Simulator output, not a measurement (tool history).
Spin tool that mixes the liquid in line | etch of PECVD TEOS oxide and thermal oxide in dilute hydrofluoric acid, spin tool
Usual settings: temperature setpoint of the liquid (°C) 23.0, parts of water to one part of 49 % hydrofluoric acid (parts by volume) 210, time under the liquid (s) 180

run	day	temperature setpoint of the liquid (°C)	parts of water to one part of 49 % hydrofluoric acid (parts by volume)	time under the liquid (s)	read-back film thickness of the PECVD TEOS oxide reference wafer, read on the same gauge (nm)	read-back film thickness of the thermal oxide reference wafer, read on the same gauge (nm)	thickness taken off the PECVD TEOS oxide on a monitor wafer (Å)	thickness taken off the thermal oxide on a monitor wafer (Å)
1	0.000	23.0	210	145	30.02	30.007	86.0	28.83
# day 0.075: gauge calibrated
2	1.429	23.0	210	180	29.97	29.985	105.3	36.34
3	2.529	23.0	210	180	30.00	29.992	106.5	36.35
4	3.804	21.5	210	180	29.98	29.990	100.1	33.49
5	4.438	21.5	210	180	29.96	29.994	99.9	33.51
6	5.067	21.5	210	180	30.04	29.995	100.0	33.75
7	5.696	21.0	210	255	29.98	30.031	139.4	46.62
8	7.162	21.0	210	255	29.99	30.013	140.1	47.46
9	7.871	21.0	210	255	29.97	29.978	139.6	46.56
10	8.629	20.0	210	180	30.04	30.002	95.2	32.34
11	9.400	19.0	245	180	30.00	30.038	76.0	25.59
# day 10.396: hydrofluoric acid flow meter replaced
12	10.867	23.0	255	275	30.00	29.992	127.2	43.21
13	12.346	23.0	285	285	29.98	29.969	115.7	38.24
14	13.617	25.0	250	270	29.99	29.996	137.0	46.41
# day 13.758: gauge calibrated
# day 13.854: thermometer replaced
15	15.021	20.5	210	120	29.98	29.993	64.1	21.76
16	17.925	23.0	210	180	30.00	29.974	105.3	35.12
17	19.325	28.0	175	105	30.04	30.009	93.3	31.44
18	19.967	23.0	150	245	30.00	30.007	211.2	73.18
19	20.925	23.0	210	180	29.98	30.005	105.6	35.45
20	21.429	25.0	150	180	29.97	29.966	169.1	57.50
21	22.071	23.0	210	180	30.04	29.978	105.3	35.91

Forecast each of these 3 alternatives for the next run:
A	22.092	23.0	210	180	?	?	?	?
B	22.092	24.5	165	70	?	?	?	?
C	22.092	19.0	240	135	?	?	?	?

run	read-back film thickness of the PECVD TEOS oxide reference wafer, read on the same gauge (nm)	read-back film thickness of the thermal oxide reference wafer, read on the same gauge (nm)	thickness taken off the PECVD TEOS oxide on a monitor wafer (Å)	thickness taken off the thermal oxide on a monitor wafer (Å)
A	30.02	29.990	105.5	35.74
B	30.02	29.990	58.0	19.65
C	30.02	29.990	57.9	19.59
Without the tool's hidden state the same runs would have given:
run	thickness taken off the PECVD TEOS oxide on a monitor wafer (Å)	thickness taken off the thermal oxide on a monitor wafer (Å)
A	105.5	35.74
B	58.0	19.65
C	57.9	19.59

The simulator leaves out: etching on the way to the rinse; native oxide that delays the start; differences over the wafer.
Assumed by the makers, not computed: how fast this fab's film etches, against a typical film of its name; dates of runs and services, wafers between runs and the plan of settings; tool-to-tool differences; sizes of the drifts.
